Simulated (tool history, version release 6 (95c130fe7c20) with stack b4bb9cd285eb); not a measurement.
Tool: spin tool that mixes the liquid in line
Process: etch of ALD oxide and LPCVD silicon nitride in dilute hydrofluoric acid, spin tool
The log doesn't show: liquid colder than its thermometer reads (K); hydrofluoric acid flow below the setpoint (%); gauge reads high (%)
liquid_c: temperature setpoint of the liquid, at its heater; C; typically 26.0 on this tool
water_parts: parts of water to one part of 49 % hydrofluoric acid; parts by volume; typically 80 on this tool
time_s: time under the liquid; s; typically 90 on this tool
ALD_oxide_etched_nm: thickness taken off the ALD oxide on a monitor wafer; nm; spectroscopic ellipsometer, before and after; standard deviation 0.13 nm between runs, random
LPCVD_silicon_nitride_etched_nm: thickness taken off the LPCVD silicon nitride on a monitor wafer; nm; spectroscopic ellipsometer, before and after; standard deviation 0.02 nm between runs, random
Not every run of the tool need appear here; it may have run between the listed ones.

run	day	liquid_c	water_parts	time_s	wafers since the last listed run	hours since the thermometer was replaced	hours since the hydrofluoric acid flow meter was replaced	hours since the gauge calibration	read-back film thickness of the ALD oxide reference wafer, read on the same gauge (nm)	read-back film thickness of the LPCVD silicon nitride reference wafer, read on the same gauge (nm)	ALD_oxide_etched_nm	LPCVD_silicon_nitride_etched_nm
1	0.000	26.0	80	90	0	941.6	1133.2	1002.0	50.01	30.036	15.34	0.657
2	2.096	26.0	80	90	615	991.9	1183.5	1052.3	50.00	30.031	15.33	0.653
3	4.771	26.0	80	90	785	1056.1	1247.7	1116.5	50.00	30.015	15.46	0.672
4	6.358	26.0	80	90	466	1094.2	1285.8	1154.6	50.02	30.008	15.18	0.643
5	8.175	26.0	80	90	533	1137.8	1329.4	1198.2	50.00	29.950	15.27	0.668
6	12.271	24.5	40	140	1202	1236.1	1427.7	1296.5	49.97	30.000	47.15	1.786
7	16.179	26.0	45	115	1147	1329.9	1521.5	1390.3	50.00	30.024	36.85	1.461
8	18.896	29.0	90	50	797	1395.1	1586.7	1455.5	50.00	29.982	8.27	0.390
9	23.296	26.0	95	115	1291	1500.7	1692.3	1561.1	49.99	30.001	15.94	0.692
10	27.683	26.0	80	115	1287	1606.0	1797.6	1666.4	50.01	30.011	18.87	0.844
# day 29.875: hydrofluoric acid flow meter replaced
# day 30.808: thermometer replaced
11	31.767	26.0	80	90	1174	23.0	45.4	1764.4	49.98	29.961	14.25	0.597
12	34.908	29.0	45	55	922	98.4	120.8	1839.8	50.00	30.022	18.26	0.798
# day 38.458: gauge calibrated
13	38.888	23.0	80	90	1168	193.9	216.3	10.3	50.00	29.999	12.64	0.497
14	43.354	26.0	80	90	1311	301.1	323.5	117.5	49.99	30.007	14.13	0.619
# day 46.654: hydrofluoric acid flow meter replaced, repeated, since the last time left the tool worse
15	47.246	26.0	120	90	1130	394.5	14.2	210.9	50.00	30.028	10.11	0.462
16	51.533	29.5	60	70	1258	497.4	117.1	313.8	50.02	30.001	19.51	0.887
17	53.962	26.0	80	90	713	555.7	175.4	372.1	50.00	29.963	15.69	0.701
18	56.988	28.5	100	50	887	628.3	248.0	444.7	50.01	30.017	7.61	0.351
19	60.408	30.0	80	140	1004	710.4	330.1	526.8	50.02	29.991	28.53	1.346
20	62.242	29.0	80	105	538	754.4	374.1	570.8	50.00	29.957	20.95	0.983
21	63.950	26.0	80	140	501	795.4	415.1	611.8	50.01	30.022	24.14	1.102
22	66.696	27.5	100	45	806	861.3	481.0	677.7	49.99	29.995	6.57	0.302
23	69.467	26.0	80	90	813	927.8	547.5	744.2	49.99	30.018	15.82	0.661
24	72.112	23.0	105	120	776	991.3	611.0	807.7	49.99	29.994	13.77	0.567
25	75.883	26.0	80	90	1106	1081.8	701.5	898.2	50.01	30.004	15.53	0.683

Hidden state at the last listed run before each entry between runs and at the first one after, where it differs:
Between runs 10 and 11: hydrofluoric acid flow meter replaced (day 29.875); thermometer replaced (day 30.808)
  hydrofluoric acid flow below the setpoint (%): 5.29 -> 9.84
  the result without the hidden state subtracted from the measured one, ALD_oxide_etched_nm: -1.17 -> -1.74 nm; LPCVD_silicon_nitride_etched_nm: -0.047 -> -0.064 nm
Between runs 12 and 13: gauge calibrated (day 38.458)
  hydrofluoric acid flow below the setpoint (%): 10.1 -> 10.3
  the result without the hidden state subtracted from the measured one, ALD_oxide_etched_nm: -2.19 -> -1.61 nm; LPCVD_silicon_nitride_etched_nm: -0.088 -> -0.056 nm
Between runs 14 and 15: hydrofluoric acid flow meter replaced, repeated, since the last time left the tool worse (day 46.654)
  hydrofluoric acid flow below the setpoint (%): 10.6 -> 0.253
  the result without the hidden state subtracted from the measured one, ALD_oxide_etched_nm: -1.87 -> -0.03 nm; LPCVD_silicon_nitride_etched_nm: -0.073 -> -0.001 nm
